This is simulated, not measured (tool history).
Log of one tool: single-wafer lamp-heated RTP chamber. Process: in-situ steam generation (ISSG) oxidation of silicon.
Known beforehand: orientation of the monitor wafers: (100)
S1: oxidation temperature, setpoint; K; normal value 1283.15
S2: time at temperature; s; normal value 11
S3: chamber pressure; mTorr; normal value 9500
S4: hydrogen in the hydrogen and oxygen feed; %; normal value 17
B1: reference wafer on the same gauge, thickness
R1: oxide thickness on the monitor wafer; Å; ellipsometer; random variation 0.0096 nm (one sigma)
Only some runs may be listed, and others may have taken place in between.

| run | hour | S1 | S2 | S3 | S4 | B1 | R1 |
|---|---|---|---|---|---|---|---|
| 1 | 0.0 | 1283.15 | 11 | 9500 | 17 | 4.060 | 37.98 |
| 2 | 28.5 | 1283.15 | 11 | 9500 | 17 | 4.057 | 38.16 |
| 3 | 42.1 | 1283.15 | 11 | 9500 | 17 | 4.061 | 37.90 |
| 4 | 66.1 | 1283.15 | 11 | 9500 | 17 | 4.059 | 38.15 |
| 5 | 123.8 | 1283.15 | 11 | 9500 | 17 | 4.061 | 38.20 |
| 6 | 150.4 | 1283.15 | 11 | 9500 | 17 | 4.058 | 38.26 |
| 7 | 170.9 | 1283.15 | 8 | 9500 | 12 | 4.058 | 30.80 |
|  | 197.1 | pressure gauge zeroed |
|  | 197.9 | pyrometer window cleaned and pyrometer calibrated |
| 8 | 204.7 | 1283.15 | 8 | 9500 | 12 | 4.055 | 30.22 |
|  | 231.9 | hydrogen flow controller replaced |
| 9 | 232.4 | 1283.15 | 15 | 9900 | 17 | 4.061 | 43.21 |
|  | 240.7 | gauge calibrated |
| 10 | 253.8 | 1264.15 | 7 | 9000 | 17 | 4.061 | 29.57 |
| 11 | 341.5 | 1283.15 | 11 | 8200 | 11 | 4.059 | 34.56 |
| 12 | 377.0 | 1283.15 | 11 | 9500 | 17 | 4.058 | 38.06 |
| 13 | 405.1 | 1277.15 | 13 | 8300 | 25 | 4.054 | 44.66 |
| 14 | 429.6 | 1283.15 | 8 | 10200 | 22 | 4.059 | 34.79 |
| 15 | 463.8 | 1289.15 | 15 | 10200 | 20 | 4.059 | 46.45 |
| 16 | 484.7 | 1302.15 | 9 | 10200 | 17 | 4.060 | 37.05 |

What the log doesn't show, run by run:
true pressure minus gauge reading, Torr: 0 at every run
deviation of the hydrogen flow from its setpoint, %: 0 at every run
gauge reads high (%): 0 at every run
H1: true wafer temperature minus pyrometer reading, K
| run | H1 |
|---|---|
| 1 | 3.82 |
| 2 | 4.42 |
| 3 | 4.7 |
| 4 | 5.21 |
| 5 | 6.42 |
| 6 | 6.98 |
| 7 | 7.41 |
| 8 | 0.955 |
| 9 | 1.54 |
| 10 | 1.99 |
| 11 | 3.83 |
| 12 | 4.58 |
| 13 | 5.17 |
| 14 | 5.68 |
| 15 | 6.4 |
| 16 | 6.84 |

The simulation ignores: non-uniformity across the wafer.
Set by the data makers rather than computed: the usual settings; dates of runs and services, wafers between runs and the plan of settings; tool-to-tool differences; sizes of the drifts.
